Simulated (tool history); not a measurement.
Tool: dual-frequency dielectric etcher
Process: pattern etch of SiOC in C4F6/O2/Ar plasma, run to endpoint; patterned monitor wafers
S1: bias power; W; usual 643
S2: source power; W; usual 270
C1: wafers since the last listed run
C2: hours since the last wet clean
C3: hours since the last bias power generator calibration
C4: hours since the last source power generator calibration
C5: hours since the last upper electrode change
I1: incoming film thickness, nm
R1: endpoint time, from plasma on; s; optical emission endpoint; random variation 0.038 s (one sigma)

run 1 hour=0 | S1=643 S2=230 | C1=0 C2=273.9 C3=3503.6 C4=2343 C5=2847.3 | I1=38.46 | R1=13.6
run 2 hour=19.4 | S1=643 S2=230 | C1=479 C2=293.3 C3=3523 C4=2362.4 C5=2866.7 | I1=38.93 | R1=13.7
run 3 hour=40.2 | S1=643 S2=230 | C1=514 C2=314.1 C3=3543.8 C4=2383.2 C5=2887.5 | I1=38.94 | R1=13.8
run 4 hour=71.9 | S1=643 S2=250 | C1=784 C2=345.8 C3=3575.5 C4=2414.9 C5=2919.2 | I1=38.3 | R1=13.2
run 5 hour=86.5 | S1=643 S2=220 | C1=361 C2=360.4 C3=3590.1 C4=2429.5 C5=2933.8 | I1=38.66 | R1=14
-- hour=147.8 wet clean of the chamber
run 6 hour=148.3 | S1=643 S2=220 | C1=934 C2=0.5 C3=3651.9 C4=2491.3 C5=2995.6 | I1=38.88 | R1=13.7
run 7 hour=171.4 | S1=643 S2=220 | C1=571 C2=23.6 C3=3675 C4=2514.4 C5=3018.7 | I1=38 | R1=13.4
run 8 hour=203.2 | S1=643 S2=270 | C1=786 C2=55.4 C3=3706.8 C4=2546.2 C5=3050.5 | I1=38.54 | R1=12.8
run 9 hour=237.6 | S1=643 S2=270 | C1=850 C2=89.8 C3=3741.2 C4=2580.6 C5=3084.9 | I1=38.85 | R1=12.9
run 10 hour=272.9 | S1=643 S2=270 | C1=873 C2=125.1 C3=3776.5 C4=2615.9 C5=3120.2 | I1=38.85 | R1=12.8
run 11 hour=292.1 | S1=643 S2=270 | C1=474 C2=144.3 C3=3795.7 C4=2635.1 C5=3139.4 | I1=38.77 | R1=12.9
-- hour=309.7 source power generator calibrated
run 12 hour=312.9 | S1=643 S2=270 | C1=415 C2=165.1 C3=3816.5 C4=3.2 C5=3160.2 | I1=38.44 | R1=12.8
run 13 hour=345.8 | S1=643 S2=270 | C1=813 C2=198 C3=3849.4 C4=36.1 C5=3193.1 | I1=38.29 | R1=12.8
run 14 hour=363 | S1=643 S2=270 | C1=425 C2=215.2 C3=3866.6 C4=53.3 C5=3210.3 | I1=38.23 | R1=12.6
-- hour=401.2 upper electrode replaced
run 15 hour=401.7 | S1=643 S2=270 | C1=363 C2=253.9 C3=3905.3 C4=92 C5=0.5 | I1=38.07 | R1=12.8
run 16 hour=415.3 | S1=643 S2=270 | C1=336 C2=267.5 C3=3918.9 C4=105.6 C5=14.1 | I1=38.11 | R1=12.7
run 17 hour=435.6 | S1=643 S2=270 | C1=502 C2=287.8 C3=3939.2 C4=125.9 C5=34.4 | I1=38.46 | R1=13
run 18 hour=451.6 | S1=541 S2=270 | C1=395 C2=303.8 C3=3955.2 C4=141.9 C5=50.4 | I1=38.35 | R1=13.6
run 19 hour=484.3 | S1=577 S2=240 | C1=808 C2=336.5 C3=3987.9 C4=174.6 C5=83.1 | I1=38.84 | R1=14.2
run 20 hour=516 | S1=643 S2=270 | C1=784 C2=368.2 C3=4019.6 C4=206.3 C5=114.8 | I1=38.53 | R1=13
run 21 hour=539.7 | S1=571 S2=330 | C1=586 C2=391.9 C3=4043.3 C4=230 C5=138.5 | I1=38.11 | R1=12.4
run 22 hour=567.2 | S1=643 S2=270 | C1=680 C2=419.4 C3=4070.8 C4=257.5 C5=166 | I1=38.24 | R1=12.9
run 23 hour=583.9 | S1=643 S2=270 | C1=413 C2=436.1 C3=4087.5 C4=274.2 C5=182.7 | I1=38.67 | R1=13
-- hour=622.7 wet clean of the chamber
run 24 hour=623.2 | S1=498 S2=270 | C1=378 C2=0.5 C3=4126.8 C4=313.5 C5=222 | I1=38.72 | R1=13.8
run 25 hour=633.8 | S1=643 S2=270 | C1=262 C2=11.1 C3=4137.4 C4=324.1 C5=232.6 | I1=38.66 | R1=12.8
run 26 hour=663.4 | S1=643 S2=270 | C1=732 C2=40.7 C3=4167 C4=353.7 C5=262.2 | I1=38.89 | R1=12.8
-- hour=686 bias power generator calibrated
run 27 hour=728.5 | S1=643 S2=270 | C1=1511 C2=105.8 C3=42.5 C4=418.8 C5=327.3 | I1=38.46 | R1=12.7
run 28 hour=763.6 | S1=739 S2=340 | C1=868 C2=140.9 C3=77.6 C4=453.9 C5=362.4 | I1=38.7 | R1=11.3
run 29 hour=776.9 | S1=643 S2=310 | C1=328 C2=154.2 C3=90.9 C4=467.2 C5=375.7 | I1=38.86 | R1=12.3
run 30 hour=798.8 | S1=507 S2=270 | C1=541 C2=176.1 C3=112.8 C4=489.1 C5=397.6 | I1=38.45 | R1=13.8
run 31 hour=811.9 | S1=783 S2=270 | C1=324 C2=189.2 C3=125.9 C4=502.2 C5=410.7 | I1=38.54 | R1=12
run 32 hour=833.4 | S1=643 S2=340 | C1=531 C2=210.7 C3=147.4 C4=523.7 C5=432.2 | I1=38.97 | R1=12.1
run 33 hour=862.8 | S1=643 S2=240 | C1=727 C2=240.1 C3=176.8 C4=553.1 C5=461.6 | I1=38.42 | R1=13.4
run 34 hour=884.6 | S1=557 S2=220 | C1=539 C2=261.9 C3=198.6 C4=574.9 C5=483.4 | I1=38.46 | R1=14.5
run 35 hour=912.3 | S1=643 S2=270 | C1=685 C2=289.6 C3=226.3 C4=602.6 C5=511.1 | I1=38.89 | R1=13.1
run 36 hour=948.1 | S1=545 S2=220 | C1=885 C2=325.4 C3=262.1 C4=638.4 C5=546.9 | I1=38.48 | R1=14.6

What the log doesn't show, run by run:
bias power that arrives over what is set, %: 0 in every run
source power that arrives over what is set, %: 0 in every run
H1: etch rate over this chamber's usual, %
run=1 H1=-1.66
run=2 H1=-1.8
run=3 H1=-1.94
run=4 H1=-2.16
run=5 H1=-2.26
run=6 H1=-0.0875
run=7 H1=-0.246
run=8 H1=-0.464
run=9 H1=-0.7
run=10 H1=-0.942
run=11 H1=-1.07
run=12 H1=-1.22
run=13 H1=-1.44
run=14 H1=-1.56
run=15 H1=-1.82
run=16 H1=-1.92
run=17 H1=-2.06
run=18 H1=-2.17
run=19 H1=-2.39
run=20 H1=-2.61
run=21 H1=-2.77
run=22 H1=-2.96
run=23 H1=-3.07
run=24 H1=-0.162
run=25 H1=-0.234
run=26 H1=-0.437
run=27 H1=-0.883
run=28 H1=-1.12
run=29 H1=-1.22
run=30 H1=-1.37
run=31 H1=-1.46
run=32 H1=-1.6
run=33 H1=-1.8
run=34 H1=-1.95
run=35 H1=-2.14
run=36 H1=-2.39

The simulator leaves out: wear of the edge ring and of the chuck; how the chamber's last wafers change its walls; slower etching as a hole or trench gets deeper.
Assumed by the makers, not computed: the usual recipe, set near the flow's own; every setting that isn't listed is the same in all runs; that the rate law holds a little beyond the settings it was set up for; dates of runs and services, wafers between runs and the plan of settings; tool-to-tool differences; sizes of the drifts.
